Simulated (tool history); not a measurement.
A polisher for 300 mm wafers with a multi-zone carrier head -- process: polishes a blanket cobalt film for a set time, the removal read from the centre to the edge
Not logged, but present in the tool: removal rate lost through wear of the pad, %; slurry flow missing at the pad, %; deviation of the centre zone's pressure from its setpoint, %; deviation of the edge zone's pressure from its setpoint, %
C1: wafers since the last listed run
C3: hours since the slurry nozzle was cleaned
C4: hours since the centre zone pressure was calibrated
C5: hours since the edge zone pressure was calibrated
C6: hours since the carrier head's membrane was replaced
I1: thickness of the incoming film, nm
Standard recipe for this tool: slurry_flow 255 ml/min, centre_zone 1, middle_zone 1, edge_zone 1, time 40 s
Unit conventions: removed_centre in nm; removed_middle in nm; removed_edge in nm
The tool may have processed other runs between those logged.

Run 1, day 0: usual settings but centre_zone 1.11, middle_zone 1.1, edge_zone 1.11; C1 0; wafers polished on this pad 936; C3 791.3; C4 174.9; C5 124.4; C6 837.7; I1 1536.3. Result: removed_centre 248.5 nm, removed_middle 254.3 nm, removed_edge 247.9 nm.
Run 2, day 1.429: usual settings but centre_zone 1.05, middle_zone 0.92, edge_zone 0.9, time 27 s; C1 459; wafers polished on this pad 1396; C3 825.6; C4 209.2; C5 158.7; C6 872; I1 1528.7. Result: removed_centre 161.9 nm, removed_middle 146.9 nm, removed_edge 148.3 nm.
Run 3, day 2.275: usual settings; C1 271; wafers polished on this pad 1668; C3 845.9; C4 229.5; C5 179; C6 892.3; I1 1524.5. Result: removed_centre 227.1 nm, removed_middle 236.5 nm, removed_edge 230.3 nm.
Run 4, day 3.758: usual settings but centre_zone 1.12; C1 476; wafers polished on this pad 2144; C3 881.5; C4 265.1; C5 214.6; C6 927.9; I1 1545. Result: removed_centre 246.9 nm, removed_middle 236.3 nm, removed_edge 230.4 nm.
Run 5, day 4.688: usual settings but slurry_flow 280 ml/min; C1 298; wafers polished on this pad 2443; C3 903.8; C4 287.4; C5 236.9; C6 950.2; I1 1530.3. Result: removed_centre 226.1 nm, removed_middle 237.3 nm, removed_edge 227.3 nm.
Run 6, day 5.196: usual settings but middle_zone 1.1; C1 163; wafers polished on this pad 2607; C3 916; C4 299.6; C5 249.1; C6 962.4; I1 1504.5. Result: removed_centre 229.6 nm, removed_middle 254 nm, removed_edge 233.4 nm.
Run 7, day 5.7: usual settings but slurry_flow 220 ml/min, edge_zone 0.96, time 52 s; C1 162; wafers polished on this pad 2769; C3 928.1; C4 311.7; C5 261.2; C6 974.5; I1 1519.6. Result: removed_centre 288.9 nm, removed_middle 303.9 nm, removed_edge 293 nm.
Run 8, day 6.654: usual settings but middle_zone 0.96, time 32 s; C1 306; wafers polished on this pad 3075; C3 951; C4 334.6; C5 284.1; C6 997.4; I1 1516.1. Result: removed_centre 182.5 nm, removed_middle 182.1 nm, removed_edge 180.7 nm.
At day 6.775: slurry nozzle cleaned.
At day 7.5: carrier head's membrane replaced by a new one.
At day 7.554: worn pad replaced by a new one.
Run 9, day 7.575: usual settings but slurry_flow 225 ml/min, middle_zone 0.88, edge_zone 0.92, time 30 s; C1 197; wafers polished on this pad 6; C3 19.2; C4 356.7; C5 306.2; C6 1.8; I1 1531.8. Result: removed_centre 168.7 nm, removed_middle 157 nm, removed_edge 167.6 nm.
Run 10, day 8.354: usual settings; C1 250; wafers polished on this pad 256; C3 37.9; C4 375.4; C5 324.9; C6 20.5; I1 1539.1. Result: removed_centre 227.4 nm, removed_middle 235.3 nm, removed_edge 233.6 nm.
Run 11, day 9.079: usual settings but middle_zone 0.9, edge_zone 0.9; C1 233; wafers polished on this pad 489; C3 55.3; C4 392.8; C5 342.3; C6 37.9; I1 1506.8. Result: removed_centre 224.7 nm, removed_middle 216.3 nm, removed_edge 219.3 nm.
Run 12, day 10.675: usual settings; C1 512; wafers polished on this pad 1002; C3 93.6; C4 431.1; C5 380.6; C6 76.2; I1 1536.8. Result: removed_centre 224.8 nm, removed_middle 239.9 nm, removed_edge 232.5 nm.
Run 13, day 11.967: usual settings but slurry_flow 290 ml/min, centre_zone 0.92, middle_zone 0.92, time 26 s; C1 415; wafers polished on this pad 1417; C3 124.6; C4 462.1; C5 411.6; C6 107.2; I1 1532.9. Result: removed_centre 141.7 nm, removed_middle 143.3 nm, removed_edge 151.2 nm.
Run 14, day 13.258: usual settings; C1 415; wafers polished on this pad 1833; C3 155.6; C4 493.1; C5 442.6; C6 138.2; I1 1529.3. Result: removed_centre 228 nm, removed_middle 235.4 nm, removed_edge 232.7 nm.
Run 15, day 14.654: usual settings but centre_zone 0.95, middle_zone 1.04, time 46 s; C1 448; wafers polished on this pad 2281; C3 189.1; C4 526.6; C5 476.1; C6 171.7; I1 1539.3. Result: removed_centre 246.2 nm, removed_middle 282.3 nm, removed_edge 267.5 nm.
Run 16, day 15.504: usual settings but middle_zone 0.9, edge_zone 1.08; C1 273; wafers polished on this pad 2555; C3 209.5; C4 547; C5 496.5; C6 192.1; I1 1528. Result: removed_centre 225.7 nm, removed_middle 213.2 nm, removed_edge 238 nm.
Run 17, day 16.254: usual settings; C1 241; wafers polished on this pad 2796; C3 227.5; C4 565; C5 514.5; C6 210.1; I1 1537.1. Result: removed_centre 228.2 nm, removed_middle 233.8 nm, removed_edge 228.3 nm.
At day 17.538: worn pad replaced by a new one.
Run 18, day 17.562: usual settings but centre_zone 1.06; C1 366; wafers polished on this pad 8; C3 258.9; C4 596.4; C5 545.9; C6 241.5; I1 1515.7. Result: removed_centre 237.2 nm, removed_middle 235.8 nm, removed_edge 235.9 nm.
Run 19, day 18.7: usual settings but middle_zone 1.1; C1 365; wafers polished on this pad 373; C3 286.2; C4 623.7; C5 573.2; C6 268.8; I1 1554.8. Result: removed_centre 224.5 nm, removed_middle 258.5 nm, removed_edge 228.5 nm.
Run 20, day 20: usual settings but edge_zone 0.95; C1 417; wafers polished on this pad 791; C3 317.4; C4 654.9; C5 604.4; C6 300; I1 1549.7. Result: removed_centre 228.1 nm, removed_middle 234 nm, removed_edge 227.6 nm.
Run 21, day 21.2: usual settings; C1 385; wafers polished on this pad 1177; C3 346.2; C4 683.7; C5 633.2; C6 328.8; I1 1524.7. Result: removed_centre 226.4 nm, removed_middle 234.3 nm, removed_edge 228.6 nm.

Forecast each of these 5 alternatives for the next run:
Run A, day 21.217: usual settings; C1 5; wafers polished on this pad 1182; C3 346.6; C4 684.1; C5 633.6; C6 329.2; I1 1534.9. Result: removed_centre ?, removed_middle ?, removed_edge ?.
Run B, day 21.217: usual settings but middle_zone 1.04, edge_zone 1.08; C1 5; wafers polished on this pad 1182; C3 346.6; C4 684.1; C5 633.6; C6 329.2; I1 1534.9. Result: removed_centre ?, removed_middle ?, removed_edge ?.
Run C, day 21.217: usual settings but edge_zone 1.1; C1 5; wafers polished on this pad 1182; C3 346.6; C4 684.1; C5 633.6; C6 329.2; I1 1534.9. Result: removed_centre ?, removed_middle ?, removed_edge ?.
Run D, day 21.217: usual settings but centre_zone 1.03; C1 5; wafers polished on this pad 1182; C3 346.6; C4 684.1; C5 633.6; C6 329.2; I1 1534.9. Result: removed_centre ?, removed_middle ?, removed_edge ?.
Run E, day 21.217: usual settings but centre_zone 0.96; C1 5; wafers polished on this pad 1182; C3 346.6; C4 684.1; C5 633.6; C6 329.2; I1 1534.9. Result: removed_centre ?, removed_middle ?, removed_edge ?.

run  removed_centre  removed_middle  removed_edge
  A             230           235.4         227.1
  B           230.1           243.3         235.7
  C             230           235.4           238
  D           236.2           235.4         227.1
  E           221.8           235.4         227.1
With no hidden state in the tool, these same runs would have given:
run  removed_centre  removed_middle  removed_edge
  A             230           235.4         227.1
  B           230.1           243.3         235.7
  C             230           235.4           238
  D           236.2           235.4         227.1
  E           221.8           235.4         227.1
